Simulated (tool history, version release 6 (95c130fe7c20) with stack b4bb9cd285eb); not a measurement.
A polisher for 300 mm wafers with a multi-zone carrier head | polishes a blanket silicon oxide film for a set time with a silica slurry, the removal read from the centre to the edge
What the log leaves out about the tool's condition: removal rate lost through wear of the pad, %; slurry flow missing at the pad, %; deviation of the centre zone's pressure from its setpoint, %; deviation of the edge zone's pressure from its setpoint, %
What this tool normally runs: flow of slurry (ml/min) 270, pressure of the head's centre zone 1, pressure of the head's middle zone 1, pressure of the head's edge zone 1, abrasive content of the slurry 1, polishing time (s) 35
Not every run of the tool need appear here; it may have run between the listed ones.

run   hour  flow of slurry (ml/min)  pressure of the head's centre zone  pressure of the head's middle zone  pressure of the head's edge zone  abrasive content of the slurry  polishing time (s)  wafers since the last listed run  wafers polished on this pad  hours since the slurry nozzle was cleaned  hours since the centre zone pressure was calibrated  hours since the edge zone pressure was calibrated  hours since the carrier head's membrane was replaced  incoming thickness of the incoming film, nm  film removed at the wafer's centre (Å)  film removed at mid-radius (Å)  film removed at the wafer's edge (Å)
  1      0                      270                                   1                                   1                              0.93                               1                  35                                 0                          333                                      545.4                                                526.1                                              514.7                                                1050.8                                       1608.8                                    1580                            1619                                  1592
       4.6  -- centre zone pressure recalibrated
  2   11.5                      270                                   1                                   1                                 1                               1                  35                               133                          467                                      556.9                                                  6.9                                              526.2                                                1062.3                                       1570.6                                    1575                            1593                                  1598
      22.2  -- edge zone pressure recalibrated
  3   22.7                      270                                   1                                   1                                 1                               1                  35                               129                          596                                      568.1                                                 18.1                                                0.5                                                1073.5                                       1581.7                                    1566                            1627                                  1576
  4   33.2                      340                                   1                                   1                                 1                               1                  35                               148                          744                                      578.6                                                 28.6                                                 11                                                  1084                                       1611.4                                    1592                            1668                                  1663
  5   45.7                      270                                   1                                   1                                 1                               1                  35                               176                          921                                      591.1                                                 41.1                                               23.5                                                1096.5                                       1570.2                                    1571                            1623                                  1614
  6   61.1                      270                                   1                                   1                                 1                               1                  35                               217                         1138                                      606.5                                                 56.5                                               38.9                                                1111.9                                       1576.7                                    1568                            1623                                  1609
      75.1  -- worn pad replaced by a new one
       103  -- slurry nozzle cleaned
  7  105.3                      270                                0.91                                   1                                 1                               1                  44                               552                          411                                        2.3                                                100.7                                               83.1                                                1156.1                                       1595.5                                    1805                            2027                                  2026
  8    118                      270                                   1                                   1                                 1                               1                  35                               179                          590                                         15                                                113.4                                               95.8                                                1168.8                                       1604.3                                    1540                            1619                                  1626
  9  129.8                      360                                   1                                 0.9                              0.93                               1                  46                               166                          757                                       26.8                                                125.2                                              107.6                                                1180.6                                         1598                                    2118                            1973                                  2116
 10  138.3                      270                                 1.1                                   1                                 1                             0.9                  25                               119                          876                                       35.3                                                133.7                                              116.1                                                1189.1                                       1571.7                                    1154                            1079                                  1070
 11  155.3                      270                                   1                                   1                                 1                               1                  35                               239                         1116                                       52.3                                                150.7                                              133.1                                                1206.1                                       1596.6                                    1584                            1616                                  1567
     170.2  -- worn pad replaced by a new one
 12    172                      270                                   1                                1.07                                 1                               1                  35                               179                           25                                         69                                                167.4                                              149.8                                                1222.8                                       1606.2                                    1542                            1701                                  1615

Run 13 has not been measured yet. What should we expect?
 13   188                      270                                   1                                   1                                 1                               1                  39                               225                          250                                         85                                                183.4                                              165.8                                                1238.8                                       1585.9                                       ?                               ?                                     ?

film removed at the wafer's centre (Å): 1738
film removed at mid-radius (Å): 1784
film removed at the wafer's edge (Å): 1780
With no hidden state in the tool, this same run would have given film removed at the wafer's centre (Å) 1738, film removed at mid-radius (Å) 1784, film removed at the wafer's edge (Å) 1780.

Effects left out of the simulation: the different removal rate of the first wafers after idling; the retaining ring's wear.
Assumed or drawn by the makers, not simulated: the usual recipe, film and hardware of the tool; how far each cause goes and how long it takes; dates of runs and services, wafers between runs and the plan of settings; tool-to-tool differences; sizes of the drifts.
